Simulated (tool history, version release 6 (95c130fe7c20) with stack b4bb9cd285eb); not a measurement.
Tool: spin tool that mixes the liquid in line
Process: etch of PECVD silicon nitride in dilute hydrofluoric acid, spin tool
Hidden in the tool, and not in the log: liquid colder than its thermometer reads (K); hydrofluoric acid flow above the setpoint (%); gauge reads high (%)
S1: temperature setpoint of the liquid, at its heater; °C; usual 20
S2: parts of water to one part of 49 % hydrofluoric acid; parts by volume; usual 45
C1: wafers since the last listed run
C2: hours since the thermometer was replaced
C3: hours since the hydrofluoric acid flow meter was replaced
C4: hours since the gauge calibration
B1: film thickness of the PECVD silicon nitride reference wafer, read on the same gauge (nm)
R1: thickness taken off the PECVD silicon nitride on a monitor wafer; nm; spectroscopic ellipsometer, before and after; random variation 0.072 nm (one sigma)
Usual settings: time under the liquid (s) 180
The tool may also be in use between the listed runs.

run 1 hour=0 | S1=20 S2=45 time_under_the_liquid_(s)=180 | C1=0 C2=602.9 C3=1126.6 C4=606.3 | B1=39.97 | R1=9.81
-- hour=32.3 thermometer replaced
run 2 hour=65 | S1=20 S2=35 time_under_the_liquid_(s)=180 | C1=261 C2=32.7 C3=1191.6 C4=671.3 | B1=39.97 | R1=12.36
run 3 hour=95.1 | S1=20 S2=35 time_under_the_liquid_(s)=180 | C1=122 C2=62.8 C3=1221.7 C4=701.4 | B1=40.02 | R1=12.64
-- hour=200.1 gauge calibrated
run 4 hour=222.8 | S1=20 S2=35 time_under_the_liquid_(s)=180 | C1=521 C2=190.5 C3=1349.4 C4=22.7 | B1=39.98 | R1=12.52
run 5 hour=279 | S1=23.5 S2=45 time_under_the_liquid_(s)=180 | C1=229 C2=246.7 C3=1405.6 C4=78.9 | B1=39.98 | R1=12.56
run 6 hour=309 | S1=23.5 S2=45 time_under_the_liquid_(s)=180 | C1=122 C2=276.7 C3=1435.6 C4=108.9 | B1=40.01 | R1=12.53
run 7 hour=362.1 | S1=23.5 S2=45 time_under_the_liquid_(s)=180 | C1=216 C2=329.8 C3=1488.7 C4=162 | B1=39.98 | R1=12.36
run 8 hour=392.2 | S1=20 S2=45 time_under_the_liquid_(s)=180 | C1=122 C2=359.9 C3=1518.8 C4=192.1 | B1=40.01 | R1=9.81
run 9 hour=431.9 | S1=20 S2=45 time_under_the_liquid_(s)=180 | C1=162 C2=399.6 C3=1558.5 C4=231.8 | B1=40.01 | R1=9.78
run 10 hour=459 | S1=20 S2=45 time_under_the_liquid_(s)=180 | C1=110 C2=426.7 C3=1585.6 C4=258.9 | B1=40.01 | R1=9.71
run 11 hour=514.6 | S1=20 S2=45 time_under_the_liquid_(s)=180 | C1=226 C2=482.3 C3=1641.2 C4=314.5 | B1=39.99 | R1=9.72
run 12 hour=577 | S1=20 S2=45 time_under_the_liquid_(s)=180 | C1=254 C2=544.7 C3=1703.6 C4=376.9 | B1=39.99 | R1=9.73
run 13 hour=628.6 | S1=20 S2=45 time_under_the_liquid_(s)=180 | C1=210 C2=596.3 C3=1755.2 C4=428.5 | B1=40 | R1=9.8
-- hour=666.3 thermometer replaced
run 14 hour=693.4 | S1=20 S2=45 time_under_the_liquid_(s)=180 | C1=260 C2=27.1 C3=1820 C4=493.3 | B1=39.98 | R1=9.9
run 15 hour=749.5 | S1=20 S2=45 time_under_the_liquid_(s)=180 | C1=229 C2=83.2 C3=1876.1 C4=549.4 | B1=40 | R1=9.74
run 16 hour=806.9 | S1=23.5 S2=55 time_under_the_liquid_(s)=275 | C1=234 C2=140.6 C3=1933.5 C4=606.8 | B1=39.98 | R1=15.63
run 17 hour=836.2 | S1=20 S2=45 time_under_the_liquid_(s)=180 | C1=119 C2=169.9 C3=1962.8 C4=636.1 | B1=40.03 | R1=9.85
-- hour=865.4 gauge calibrated
-- hour=877.2 hydrofluoric acid flow meter replaced
run 18 hour=897 | S1=20 S2=45 time_under_the_liquid_(s)=180 | C1=244 C2=230.7 C3=19.8 C4=31.6 | B1=39.98 | R1=9.75
run 19 hour=929.1 | S1=24.5 S2=60 time_under_the_liquid_(s)=180 | C1=131 C2=262.8 C3=51.9 C4=63.7 | B1=40.01 | R1=10.09
run 20 hour=968.9 | S1=20 S2=45 time_under_the_liquid_(s)=180 | C1=162 C2=302.6 C3=91.7 C4=103.5 | B1=40 | R1=9.81

The next listed run, before its measurement:
run 21 hour=1023.7 | S1=20 S2=30 time_under_the_liquid_(s)=265 | C1=223 C2=357.4 C3=146.5 C4=158.3 | B1=? | R1=?

B1: 39.98
R1: 21.29 nm
Without the tool's hidden state the same run would have given R1 21.29 nm.
